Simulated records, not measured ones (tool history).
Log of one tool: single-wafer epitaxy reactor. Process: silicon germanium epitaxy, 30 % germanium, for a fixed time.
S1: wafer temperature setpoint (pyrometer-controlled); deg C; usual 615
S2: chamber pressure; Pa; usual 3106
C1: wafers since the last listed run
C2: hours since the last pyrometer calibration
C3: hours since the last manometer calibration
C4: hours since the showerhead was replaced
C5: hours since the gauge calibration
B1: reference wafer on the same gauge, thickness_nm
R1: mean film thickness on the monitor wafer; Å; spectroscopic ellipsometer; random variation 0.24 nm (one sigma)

Run 1, day 0: usual settings but S1 610 deg C; C1 0; C2 2691.9; C3 1182.4; C4 5166.8; C5 408.2; B1 75.203. Result: R1 730.08 Å.
Run 2, day 2.038: usual settings but S1 610 deg C; C1 552; C2 2740.8; C3 1231.3; C4 5215.7; C5 457.1; B1 75.241. Result: R1 731.67 Å.
Run 3, day 2.442: usual settings but S1 610 deg C; C1 109; C2 2750.5; C3 1241; C4 5225.4; C5 466.8; B1 75.295. Result: R1 729.72 Å.
Run 4, day 3.075: usual settings but S2 3546 Pa; C1 171; C2 2765.7; C3 1256.2; C4 5240.6; C5 482; B1 75.113. Result: R1 837.51 Å.
Run 5, day 3.342: usual settings but S2 3546 Pa; C1 72; C2 2772.1; C3 1262.6; C4 5247; C5 488.4; B1 75.117. Result: R1 835.3 Å.
Run 6, day 3.825: usual settings but S2 3546 Pa; C1 131; C2 2783.7; C3 1274.2; C4 5258.6; C5 500; B1 75.202. Result: R1 836.46 Å.
Run 7, day 4.158: usual settings; C1 90; C2 2791.7; C3 1282.2; C4 5266.6; C5 508; B1 75.097. Result: R1 797.82 Å.
Run 8, day 4.633: usual settings; C1 128; C2 2803.1; C3 1293.6; C4 5278; C5 519.4; B1 75.28. Result: R1 791.91 Å.
Run 9, day 5.462: usual settings; C1 224; C2 2823; C3 1313.5; C4 5297.9; C5 539.3; B1 75.166. Result: R1 790.37 Å.
At day 6.142: showerhead replaced.
Run 10, day 6.162: usual settings; C1 99; C2 2839.8; C3 1330.3; C4 0.5; C5 556.1; B1 75.138. Result: R1 793.48 Å.
Run 11, day 6.25: usual settings but S2 2800 Pa; C1 23; C2 2841.9; C3 1332.4; C4 2.6; C5 558.2; B1 75.19. Result: R1 763.2 Å.
At day 6.479: gauge calibrated.
Run 12, day 6.55: usual settings but S2 2800 Pa; C1 81; C2 2849.1; C3 1339.6; C4 9.8; C5 1.7; B1 75.26. Result: R1 761.6 Å.
Run 13, day 7.242: usual settings; C1 187; C2 2865.7; C3 1356.2; C4 26.4; C5 18.3; B1 75.102. Result: R1 795.01 Å.
Run 14, day 7.638: usual settings; C1 107; C2 2875.2; C3 1365.7; C4 35.9; C5 27.8; B1 75.123. Result: R1 788.68 Å.
Run 15, day 7.946: usual settings; C1 83; C2 2882.6; C3 1373.1; C4 43.3; C5 35.2; B1 75.175. Result: R1 789.82 Å.
Run 16, day 8.642: usual settings but S1 610 deg C; C1 188; C2 2899.3; C3 1389.8; C4 60; C5 51.9; B1 75.344. Result: R1 723.03 Å.
Run 17, day 9.238: usual settings but S1 624 deg C, S2 3586 Pa; C1 161; C2 2913.6; C3 1404.1; C4 74.3; C5 66.2; B1 75.203. Result: R1 976.98 Å.
Run 18, day 9.521: usual settings but S1 611 deg C, S2 2560 Pa; C1 76; C2 2920.4; C3 1410.9; C4 81.1; C5 73; B1 75.193. Result: R1 686.23 Å.
Run 19, day 10.062: usual settings; C1 146; C2 2933.4; C3 1423.9; C4 94.1; C5 86; B1 75.282. Result: R1 787.23 Å.
At day 10.829: capacitance manometer re-zeroed and calibrated.
Run 20, day 10.85: usual settings; C1 123; C2 2952.3; C3 0.5; C4 113; C5 104.9; B1 75.111. Result: R1 789.61 Å.
Run 21, day 11.254: usual settings; C1 109; C2 2962; C3 10.2; C4 122.7; C5 114.6; B1 75.135. Result: R1 788.48 Å.
Run 22, day 11.662: usual settings but S1 626 deg C, S2 2866 Pa; C1 110; C2 2971.8; C3 20; C4 132.5; C5 124.4; B1 75.35. Result: R1 924.5 Å.
Run 23, day 11.996: usual settings; C1 90; C2 2979.8; C3 28; C4 140.5; C5 132.4; B1 75.103. Result: R1 790.64 Å.
Run 24, day 12.546: usual settings but S2 3706 Pa; C1 149; C2 2993; C3 41.2; C4 153.7; C5 145.6; B1 75.198. Result: R1 845.41 Å.
At day 13.362: pyrometer calibrated.
Run 25, day 13.383: usual settings but S1 602 deg C, S2 2720 Pa; C1 136; C2 0.5; C3 61.3; C4 173.8; C5 165.7; B1 75.276. Result: R1 656.83 Å.
Run 26, day 15.121: usual settings; C1 471; C2 42.2; C3 103; C4 215.5; C5 207.4; B1 75.21. Result: R1 868.64 Å.
Run 27, day 15.571: usual settings but S1 607 deg C, S2 3733 Pa; C1 122; C2 53; C3 113.8; C4 226.3; C5 218.2; B1 75.25. Result: R1 814.73 Å.
Run 28, day 17.2: usual settings but S1 623 deg C, S2 2653 Pa; C1 441; C2 92.1; C3 152.9; C4 265.4; C5 257.3; B1 75.259. Result: R1 935.84 Å.
Run 29, day 18.354: usual settings but S1 621 deg C, S2 3813 Pa; C1 313; C2 119.8; C3 180.6; C4 293.1; C5 285; B1 75.28. Result: R1 1040.16 Å.
Run 30, day 18.679: usual settings but S1 609 deg C, S2 3706 Pa; C1 88; C2 127.6; C3 188.4; C4 300.9; C5 292.8; B1 75.35. Result: R1 842.96 Å.

Some steps in R1 between neighbouring runs. How much of each would the tool show without its hidden state too (settings, what came in, random variation), and how much is left for the hidden state, with any gauge scatter that isn't in both results?
The hidden state here: wafer temperature above the value expected at the setpoint (K); true pressure above the setpoint (%); gauge reads high (%).
Run 16 -> 17: S1 610 -> 624, S2 3106 -> 3586. R1 +253.95 Å: hidden state -23.96, all else +277.91.
Run 17 -> 18: S1 624 -> 611, S2 3586 -> 2560. R1 -290.75 Å: hidden state +27.38, all else -318.13.
Run 24 -> 25: S1 615 -> 602, S2 3706 -> 2720, pyrometer calibrated. R1 -188.58 Å: hidden state +90.4, all else -278.98.
Run 25 -> 26: S1 602 -> 615, S2 2720 -> 3106. R1 +211.81 Å: hidden state -1.5, all else +213.31.
